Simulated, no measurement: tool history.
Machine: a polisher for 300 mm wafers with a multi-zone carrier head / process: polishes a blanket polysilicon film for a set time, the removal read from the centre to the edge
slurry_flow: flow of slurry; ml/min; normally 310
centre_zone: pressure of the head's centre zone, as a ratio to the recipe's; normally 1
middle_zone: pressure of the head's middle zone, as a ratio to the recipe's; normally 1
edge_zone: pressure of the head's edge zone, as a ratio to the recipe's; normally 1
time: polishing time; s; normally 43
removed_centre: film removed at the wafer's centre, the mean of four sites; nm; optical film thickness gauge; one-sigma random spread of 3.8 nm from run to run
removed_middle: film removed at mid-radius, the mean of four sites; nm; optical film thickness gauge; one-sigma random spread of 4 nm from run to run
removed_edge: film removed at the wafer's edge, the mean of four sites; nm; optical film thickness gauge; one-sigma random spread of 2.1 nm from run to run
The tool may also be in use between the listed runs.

| run | hour | slurry_flow | centre_zone | middle_zone | edge_zone | time | incoming thickness of the incoming film, nm | removed_centre | removed_middle | removed_edge |
|---|---|---|---|---|---|---|---|---|---|---|
| 1 | 0 | 310 | 1 | 1 | 1 | 43 | 1285.1 | 241.5 | 241.8 | 231.2 |
| 2 | 40.3 | 310 | 1.09 | 0.95 | 0.91 | 56 | 1292.4 | 338 | 300.9 | 286.8 |
| 3 | 87.9 | 310 | 1 | 1 | 1 | 43 | 1295.1 | 228.2 | 233.8 | 230.4 |
|  | 95.1 | worn pad replaced by a new one |
| 4 | 351.4 | 310 | 1 | 1.04 | 1 | 43 | 1286.4 | 256.9 | 260.9 | 241.6 |
| 5 | 391.2 | 390 | 0.9 | 1 | 1 | 54 | 1289.5 | 303.1 | 307.4 | 303.6 |
| 6 | 582.4 | 310 | 0.97 | 1.04 | 0.96 | 54 | 1278.7 | 308.7 | 308.3 | 287.2 |
|  | 593 | carrier head's membrane replaced by a new one |
| 7 | 639.2 | 310 | 1 | 1 | 1 | 43 | 1280.1 | 244.9 | 231.2 | 228.5 |
| 8 | 690.1 | 310 | 1 | 1 | 1 | 43 | 1302.3 | 249.1 | 231.4 | 224.3 |
|  | 720.4 | edge zone pressure recalibrated |
| 9 | 726.5 | 310 | 1 | 1 | 1 | 43 | 1302.2 | 247.4 | 230.7 | 226.9 |
|  | 770 | worn pad replaced by a new one |
|  | 770.5 | slurry nozzle cleaned |
|  | 808 | centre zone pressure recalibrated |
| 10 | 834 | 310 | 1 | 0.92 | 0.92 | 43 | 1305.7 | 256.4 | 239 | 251.4 |
| 11 | 931.5 | 235 | 1 | 1 | 1 | 43 | 1299.8 | 247.8 | 250.9 | 248.3 |
| 12 | 996.9 | 310 | 1 | 1 | 1 | 43 | 1312.8 | 251.4 | 261.7 | 249.5 |
| 13 | 1045.8 | 310 | 1 | 1 | 1 | 32 | 1290.8 | 180.8 | 187.4 | 186.6 |
| 14 | 1093.2 | 310 | 1 | 1 | 1 | 43 | 1280.4 | 245.3 | 246.2 | 245 |
| 15 | 1140.7 | 310 | 1 | 1 | 1 | 43 | 1290.4 | 246.3 | 247.1 | 242.8 |
| 16 | 1378.8 | 310 | 1 | 1 | 1 | 43 | 1289.5 | 233.7 | 237.4 | 228.9 |
|  | 1447.1 | worn pad replaced by a new one |
| 17 | 1485 | 310 | 1.09 | 1 | 1 | 36 | 1278.8 | 233 | 221.3 | 209.7 |
|  | 1512.2 | slurry nozzle cleaned |
|  | 1519.3 | carrier head's membrane replaced by a new one |
| 18 | 1527.2 | 310 | 1 | 1.12 | 1.03 | 43 | 1315 | 258.3 | 277 | 251.4 |
| 19 | 1592.9 | 310 | 1 | 1 | 0.92 | 37 | 1303 | 217.8 | 217.5 | 202.6 |
| 20 | 1656.4 | 350 | 1 | 0.91 | 1 | 43 | 1289.9 | 252 | 233.6 | 246.1 |
| 21 | 1703.7 | 310 | 1 | 1 | 0.95 | 38 | 1300 | 224.5 | 219.3 | 207.1 |

Difference, measured minus no-hidden-state, one row per run. Run-to-run variation is common to both terms; the gauge's own scatter need not be:
What the log doesn't record here: removal rate lost through wear of the pad, %; slurry flow missing at the pad, %; deviation of the centre zone's pressure from its setpoint, %; deviation of the edge zone's pressure from its setpoint, %.
| run | removed_centre | removed_middle | removed_edge |
|---|---|---|---|
| 1 | -21.1 | -32.5 | -31.1 |
| 2 | -31.8 | -43.7 | -41.5 |
| 3 | -23.3 | -36.9 | -36.2 |
| 4 | -1 | -21.1 | -19.3 |
| 5 | -2.2 | -27.7 | -27.2 |
| 6 | -9 | -42.5 | -39.5 |
| 7 | -8.7 | -35.5 | -34.9 |
| 8 | -10.2 | -38.7 | -37.4 |
| 9 | -11.1 | -40.9 | -40.1 |
| 10 | -5 | -4.1 | -4.2 |
| 11 | -9.9 | -9.5 | -9.3 |
| 12 | -13.3 | -13.6 | -13.1 |
| 13 | -11.4 | -11.9 | -11.9 |
| 14 | -17.8 | -18.3 | -18.2 |
| 15 | -20.2 | -21.2 | -20.7 |
| 16 | -30 | -34.5 | -33.3 |
| 17 | -4.7 | -9.5 | -8.9 |
| 18 | -6.7 | -14.5 | -13.1 |
| 19 | -7.7 | -14.6 | -13.6 |
| 20 | -11 | -19.2 | -20.1 |
| 21 | -11.2 | -20.5 | -19.3 |
